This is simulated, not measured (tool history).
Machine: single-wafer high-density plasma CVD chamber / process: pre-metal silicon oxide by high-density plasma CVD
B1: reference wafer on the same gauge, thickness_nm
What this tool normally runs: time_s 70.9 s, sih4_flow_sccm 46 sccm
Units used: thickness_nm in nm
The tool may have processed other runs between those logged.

run 1 hour=0.0 | time_s=70.9 sih4_flow_sccm=46 | B1=373.872 | thickness_nm=367.722
run 2 hour=128.3 | time_s=70.9 sih4_flow_sccm=46 | B1=374.366 | thickness_nm=366.593
run 3 hour=158.3 | time_s=70.9 sih4_flow_sccm=46 | B1=374.080 | thickness_nm=368.045
run 4 hour=214.9 | time_s=70.9 sih4_flow_sccm=46 | B1=374.234 | thickness_nm=367.752
run 5 hour=245.8 | time_s=70.9 sih4_flow_sccm=46 | B1=373.856 | thickness_nm=367.728
run 6 hour=311.5 | time_s=65.7 sih4_flow_sccm=46 | B1=373.922 | thickness_nm=340.638
run 7 hour=351.6 | time_s=65.7 sih4_flow_sccm=46 | B1=373.982 | thickness_nm=341.255
run 8 hour=408.4 | time_s=65.7 sih4_flow_sccm=46 | B1=373.701 | thickness_nm=340.520
-- hour=422.5 silane flow controller replaced
run 9 hour=453.9 | time_s=70.9 sih4_flow_sccm=46 | B1=374.265 | thickness_nm=344.558
run 10 hour=480.7 | time_s=70.9 sih4_flow_sccm=46 | B1=373.866 | thickness_nm=344.679
run 11 hour=667.7 | time_s=64.5 sih4_flow_sccm=46 | B1=374.157 | thickness_nm=314.113
run 12 hour=700.1 | time_s=61.5 sih4_flow_sccm=50 | B1=373.831 | thickness_nm=325.510
run 13 hour=749.6 | time_s=79.4 sih4_flow_sccm=43 | B1=374.039 | thickness_nm=361.697
run 14 hour=782.3 | time_s=59.1 sih4_flow_sccm=41 | B1=374.218 | thickness_nm=256.214
-- hour=810.3 gauge calibrated
run 15 hour=840.7 | time_s=65.7 sih4_flow_sccm=46 | B1=374.429 | thickness_nm=320.590
run 16 hour=869.4 | time_s=56.8 sih4_flow_sccm=46 | B1=374.040 | thickness_nm=277.338
run 17 hour=937.3 | time_s=65.7 sih4_flow_sccm=50 | B1=374.127 | thickness_nm=349.401
run 18 hour=975.1 | time_s=70.9 sih4_flow_sccm=46 | B1=373.979 | thickness_nm=345.622
run 19 hour=1033.4 | time_s=61.5 sih4_flow_sccm=50 | B1=373.822 | thickness_nm=327.434
run 20 hour=1068.0 | time_s=70.9 sih4_flow_sccm=46 | B1=374.296 | thickness_nm=347.148
run 21 hour=1121.6 | time_s=74.7 sih4_flow_sccm=52 | B1=373.838 | thickness_nm=413.130

The tool's hidden state at each run:
gauge reads high (%): 0 in every run
H1: delivered silane flow above the setpoint (%)
run=1 H1=6.21
run=2 H1=6.4
run=3 H1=6.44
run=4 H1=6.53
run=5 H1=6.57
run=6 H1=6.67
run=7 H1=6.73
run=8 H1=6.82
run=9 H1=-0.414
run=10 H1=-0.374
run=11 H1=-0.0966
run=12 H1=-0.0485
run=13 H1=0.0249
run=14 H1=0.0734
run=15 H1=0.16
run=16 H1=0.203
run=17 H1=0.303
run=18 H1=0.359
run=19 H1=0.446
run=20 H1=0.497
run=21 H1=0.577
